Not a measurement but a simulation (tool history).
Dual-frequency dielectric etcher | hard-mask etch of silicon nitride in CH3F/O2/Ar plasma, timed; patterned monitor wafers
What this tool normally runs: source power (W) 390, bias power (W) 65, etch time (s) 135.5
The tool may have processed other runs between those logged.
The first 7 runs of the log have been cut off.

run	hour	source power (W)	bias power (W)	etch time (s)	read-back reference wafer on the same gauge, depth_nm	mean etch depth across the wafer (nm)
8	530.1	390	65	135.5	104.4	99.2
9	606.1	390	65	135.5	104.4	99.6
10	690.1	390	65	135.5	104.4	100.4
11	777.7	390	65	135.5	104.3	100.1
# hour 805.1: wet clean of the chamber
12	830	390	65	135.5	104.4	99.5
13	869.3	440	80	135.5	104.5	111
14	954	420	75	171	104.4	133.8
15	1056.6	340	59	170.5	104.5	116.3
# hour 1146.8: gauge calibrated
16	1154.1	360	76	150	104.4	111.1
17	1203.4	440	78	162	104.4	131.2
18	1300.6	320	65	147	104.4	99.4
19	1355.7	460	57	125	104.4	96
# hour 1411.2: wet clean of the chamber
20	1411.7	390	69	162	104.4	121.3
21	1452.9	390	65	135.5	104.4	100
# hour 1462.1: source power generator calibrated
# hour 1490.9: upper electrode replaced
22	1518.3	430	65	135.5	104.3	104.3
23	1618.4	480	65	121	104.4	97.3
24	1657.6	450	50	166.5	104.4	122.2
25	1762.4	330	77	147.5	104.4	105.6
26	1851.1	310	51	115.5	104.4	73.1
27	1933.3	420	73	151.5	104.4	117.8
# hour 1983.3: wet clean of the chamber
28	2023.5	390	65	135.5	104.4	99.8
29	2086.3	390	65	135.5	104.4	99.7
30	2177.2	390	71	122	104.5	91.4

Branching from run 30: 4 alternative next runs. What would each branch give?
A	2177.7	390	52	135.5	?	?
B	2177.7	390	74	124.5	?	?
C	2177.7	350	54	135.5	?	?
D	2177.7	390	78	135.5	?	?

run	read-back reference wafer on the same gauge, depth_nm	mean etch depth across the wafer (nm)
A	104.4	94.6
B	104.4	94.3
C	104.4	91.1
D	104.4	104
With the hidden condition removed and each run's random variation left untouched, the same runs would have given:
run	mean etch depth across the wafer (nm)
A	94.6
B	94.3
C	91.1
D	104

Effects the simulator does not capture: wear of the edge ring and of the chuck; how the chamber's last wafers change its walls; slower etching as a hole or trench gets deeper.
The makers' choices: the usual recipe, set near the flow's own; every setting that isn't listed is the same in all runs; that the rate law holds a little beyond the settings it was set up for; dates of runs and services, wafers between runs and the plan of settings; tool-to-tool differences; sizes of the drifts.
